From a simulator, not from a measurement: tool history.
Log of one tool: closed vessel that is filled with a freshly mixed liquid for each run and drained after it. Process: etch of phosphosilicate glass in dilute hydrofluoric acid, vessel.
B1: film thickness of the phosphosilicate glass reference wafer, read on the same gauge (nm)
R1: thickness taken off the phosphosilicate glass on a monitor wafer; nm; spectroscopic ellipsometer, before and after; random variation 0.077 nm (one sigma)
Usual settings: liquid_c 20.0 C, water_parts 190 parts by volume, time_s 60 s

Run 1, hour 0.0: usual settings; B1 69.98. Result: R1 31.52 nm.
Run 2, hour 6.8: usual settings but time_s 70 s; B1 69.99. Result: R1 36.80 nm.
Run 3, hour 24.1: usual settings but time_s 70 s; B1 70.00. Result: R1 36.68 nm.
Run 4, hour 33.6: usual settings but time_s 70 s; B1 70.03. Result: R1 36.56 nm.
Run 5, hour 47.6: usual settings; B1 69.99. Result: R1 31.31 nm.
Run 6, hour 61.7: usual settings; B1 69.99. Result: R1 31.47 nm.
Run 7, hour 73.6: usual settings; B1 70.01. Result: R1 31.30 nm.
Run 8, hour 81.7: usual settings but water_parts 135 parts by volume; B1 69.96. Result: R1 46.45 nm.
Run 9, hour 88.2: usual settings but water_parts 135 parts by volume; B1 70.00. Result: R1 46.38 nm.
At hour 93.1: gauge calibrated.
Run 10, hour 105.6: usual settings but water_parts 135 parts by volume; B1 69.96. Result: R1 46.46 nm.
Run 11, hour 116.1: usual settings but time_s 45 s; B1 70.00. Result: R1 23.40 nm.
At hour 123.1: hydrofluoric acid flow meter replaced.
Run 12, hour 123.9: usual settings; B1 70.01. Result: R1 32.57 nm.
Run 13, hour 159.9: usual settings but water_parts 155 parts by volume, time_s 30 s; B1 69.98. Result: R1 20.55 nm.
Run 14, hour 167.1: usual settings but water_parts 150 parts by volume, time_s 30 s; B1 69.98. Result: R1 21.38 nm.
Run 15, hour 174.0: usual settings but water_parts 135 parts by volume; B1 70.03. Result: R1 48.20 nm.
Run 16, hour 186.7: usual settings; B1 70.02. Result: R1 32.52 nm.
At hour 191.9: thermometer replaced.
Run 17, hour 230.0: usual settings but liquid_c 24.0 C, water_parts 280 parts by volume; B1 70.00. Result: R1 26.26 nm.
Run 18, hour 246.4: usual settings but water_parts 260 parts by volume, time_s 80 s; B1 70.02. Result: R1 33.29 nm.
At hour 259.9: gauge calibrated.
Run 19, hour 260.5: usual settings but liquid_c 24.0 C, water_parts 235 parts by volume, time_s 45 s; B1 70.02. Result: R1 24.53 nm.
Run 20, hour 271.0: usual settings but liquid_c 21.5 C, water_parts 285 parts by volume, time_s 50 s; B1 70.00. Result: R1 19.50 nm.
Run 21, hour 288.8: usual settings but liquid_c 24.5 C; B1 70.01. Result: R1 43.00 nm.
Run 22, hour 299.6: usual settings but liquid_c 18.0 C; B1 70.00. Result: R1 33.52 nm.

Consider 3 possible next runs. They are alternatives, not a sequence: every one starts from the tool as it was left by run 22. What does each give?
Run A, hour 300.3: usual settings but water_parts 280 parts by volume; B1 ?. Result: R1 ?.
Run B, hour 300.3: usual settings but liquid_c 17.0 C, water_parts 225 parts by volume, time_s 75 s; B1 ?. Result: R1 ?.
Run C, hour 300.3: usual settings but liquid_c 21.5 C, water_parts 220 parts by volume, time_s 30 s; B1 ?. Result: R1 ?.

run     B1     R1
  A  69.99  22.68
  B  69.99  33.07
  C  69.99  16.16
Without the tool's unlogged condition, the same runs would have read:
run     R1
  A  23.19
  B  33.80
  C  16.52
